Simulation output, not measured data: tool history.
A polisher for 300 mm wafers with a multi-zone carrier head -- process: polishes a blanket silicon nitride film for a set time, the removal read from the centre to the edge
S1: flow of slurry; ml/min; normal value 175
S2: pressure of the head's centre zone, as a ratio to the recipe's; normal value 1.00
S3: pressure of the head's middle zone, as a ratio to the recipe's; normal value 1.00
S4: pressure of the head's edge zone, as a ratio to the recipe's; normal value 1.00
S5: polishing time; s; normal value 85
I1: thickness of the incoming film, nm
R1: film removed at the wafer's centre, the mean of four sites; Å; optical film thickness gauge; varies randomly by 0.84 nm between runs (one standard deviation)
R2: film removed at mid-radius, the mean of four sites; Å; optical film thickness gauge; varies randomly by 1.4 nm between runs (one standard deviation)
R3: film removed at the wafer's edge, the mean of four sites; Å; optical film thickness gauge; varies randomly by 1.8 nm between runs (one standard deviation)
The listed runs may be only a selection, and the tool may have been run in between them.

Run 1, hour 0.0: usual settings but S2 0.91; I1 740.7. Result: R1 1050 Å, R2 1184 Å, R3 1173 Å.
Run 2, hour 19.1: usual settings but S1 135 ml/min, S2 1.09; I1 765.9. Result: R1 1194 Å, R2 1083 Å, R3 1122 Å.
At hour 31.3: edge zone pressure recalibrated.
Run 3, hour 47.4: usual settings but S3 0.94; I1 756.2. Result: R1 1143 Å, R2 1122 Å, R3 1142 Å.
At hour 57.1: carrier head's membrane replaced by a new one.
Run 4, hour 63.6: usual settings; I1 740.7. Result: R1 1148 Å, R2 1186 Å, R3 1169 Å.
At hour 93.2: worn pad replaced by a new one.
Run 5, hour 96.1: usual settings; I1 745.0. Result: R1 1188 Å, R2 1199 Å, R3 1201 Å.
Run 6, hour 108.8: usual settings but S1 135 ml/min, S3 1.06; I1 740.4. Result: R1 1121 Å, R2 1223 Å, R3 1154 Å.
Run 7, hour 139.0: usual settings but S2 0.95; I1 740.5. Result: R1 1132 Å, R2 1218 Å, R3 1207 Å.
Run 8, hour 163.3: usual settings but S3 1.06, S5 109 s; I1 753.3. Result: R1 1500 Å, R2 1641 Å, R3 1526 Å.
At hour 184.3: slurry nozzle cleaned.
Run 9, hour 243.9: usual settings; I1 761.6. Result: R1 1164 Å, R2 1182 Å, R3 1170 Å.
At hour 246.1: centre zone pressure recalibrated.
Run 10, hour 266.8: usual settings but S2 0.90, S4 0.89; I1 757.6. Result: R1 1023 Å, R2 1150 Å, R3 1109 Å.
Run 11, hour 299.4: usual settings but S1 135 ml/min, S2 1.05, S4 1.09, S5 101 s; I1 743.9. Result: R1 1345 Å, R2 1327 Å, R3 1388 Å.
Run 12, hour 333.9: usual settings; I1 759.4. Result: R1 1133 Å, R2 1155 Å, R3 1175 Å.
Run 13, hour 366.5: usual settings but S1 155 ml/min, S2 1.03, S4 1.05, S5 59 s; I1 760.1. Result: R1 786 Å, R2 780 Å, R3 807 Å.

Run 14, settings as shown, results not yet in. Your forecast:
Run 14, hour 384.4: usual settings but S4 1.08; I1 763.4. Result: R1 ?, R2 ?, R3 ?.

R1: 1123 Å
R2: 1149 Å
R3: 1180 Å
Were there no unlogged condition in the tool, this run, its random variation unchanged, would have produced R1 1193 Å, R2 1220 Å, R3 1253 Å.

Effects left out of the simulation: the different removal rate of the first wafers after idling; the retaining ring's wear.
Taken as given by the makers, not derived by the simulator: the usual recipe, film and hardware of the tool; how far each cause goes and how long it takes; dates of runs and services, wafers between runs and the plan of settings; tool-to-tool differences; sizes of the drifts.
